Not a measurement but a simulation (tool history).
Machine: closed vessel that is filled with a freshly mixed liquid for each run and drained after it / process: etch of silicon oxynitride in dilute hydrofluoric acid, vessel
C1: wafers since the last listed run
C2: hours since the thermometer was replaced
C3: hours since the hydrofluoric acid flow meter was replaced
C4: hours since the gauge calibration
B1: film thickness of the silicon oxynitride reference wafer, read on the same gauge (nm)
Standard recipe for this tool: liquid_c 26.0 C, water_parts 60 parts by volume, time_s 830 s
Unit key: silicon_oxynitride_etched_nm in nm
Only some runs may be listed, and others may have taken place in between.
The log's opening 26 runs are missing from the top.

{"run": 27, "day": 53.312, "liquid_c": 26.0, "water_parts": 60, "time_s": 830, "C1": 3371, "C2": 362.3, "C3": 314.9, "C4": 624.7, "B1": 78.66, "silicon_oxynitride_etched_nm": 33.33}
{"run": 28, "day": 55.942, "liquid_c": 26.0, "water_parts": 60, "time_s": 1290, "C1": 4879, "C2": 425.4, "C3": 378.0, "C4": 687.8, "B1": 78.59, "silicon_oxynitride_etched_nm": 52.43}
{"run": 29, "day": 57.004, "liquid_c": 26.0, "water_parts": 45, "time_s": 830, "C1": 1971, "C2": 450.9, "C3": 403.5, "C4": 713.3, "B1": 78.57, "silicon_oxynitride_etched_nm": 45.18}
{"run": 30, "day": 59.354, "liquid_c": 28.0, "water_parts": 60, "time_s": 830, "C1": 4361, "C2": 507.3, "C3": 459.9, "C4": 769.7, "B1": 78.49, "silicon_oxynitride_etched_nm": 36.69}
{"run": 31, "day": 61.129, "liquid_c": 26.0, "water_parts": 60, "time_s": 830, "C1": 3294, "C2": 549.9, "C3": 502.5, "C4": 812.3, "B1": 78.45, "silicon_oxynitride_etched_nm": 33.75}
{"run": 32, "day": 62.55, "liquid_c": 31.0, "water_parts": 60, "time_s": 1305, "C1": 2636, "C2": 584.0, "C3": 536.6, "C4": 846.4, "B1": 78.39, "silicon_oxynitride_etched_nm": 66.28}
{"run": 33, "day": 64.504, "liquid_c": 30.0, "water_parts": 60, "time_s": 415, "C1": 3626, "C2": 630.9, "C3": 583.5, "C4": 893.3, "B1": 78.37, "silicon_oxynitride_etched_nm": 20.25}
{"run": 34, "day": 67.008, "liquid_c": 23.5, "water_parts": 40, "time_s": 830, "C1": 4647, "C2": 691.0, "C3": 643.6, "C4": 953.4, "B1": 78.3, "silicon_oxynitride_etched_nm": 45.07}

3 options for the next run, each taken on its own from the tool as it stands now. Forecast them:
{"run": "A", "day": 67.046, "liquid_c": 26.0, "water_parts": 60, "time_s": 620, "C1": 69, "C2": 691.9, "C3": 644.5, "C4": 954.3, "B1": "?", "silicon_oxynitride_etched_nm": "?"}
{"run": "B", "day": 67.046, "liquid_c": 28.0, "water_parts": 85, "time_s": 1150, "C1": 69, "C2": 691.9, "C3": 644.5, "C4": 954.3, "B1": "?", "silicon_oxynitride_etched_nm": "?"}
{"run": "C", "day": 67.046, "liquid_c": 26.0, "water_parts": 90, "time_s": 830, "C1": 69, "C2": 691.9, "C3": 644.5, "C4": 954.3, "B1": "?", "silicon_oxynitride_etched_nm": "?"}

run=A B1=78.28 silicon_oxynitride_etched_nm=24.93
run=B B1=78.28 silicon_oxynitride_etched_nm=35.02
run=C B1=78.28 silicon_oxynitride_etched_nm=21.66
What these runs would have given with no unlogged condition in the tool:
run=A silicon_oxynitride_etched_nm=25.48
run=B silicon_oxynitride_etched_nm=35.79
run=C silicon_oxynitride_etched_nm=22.13

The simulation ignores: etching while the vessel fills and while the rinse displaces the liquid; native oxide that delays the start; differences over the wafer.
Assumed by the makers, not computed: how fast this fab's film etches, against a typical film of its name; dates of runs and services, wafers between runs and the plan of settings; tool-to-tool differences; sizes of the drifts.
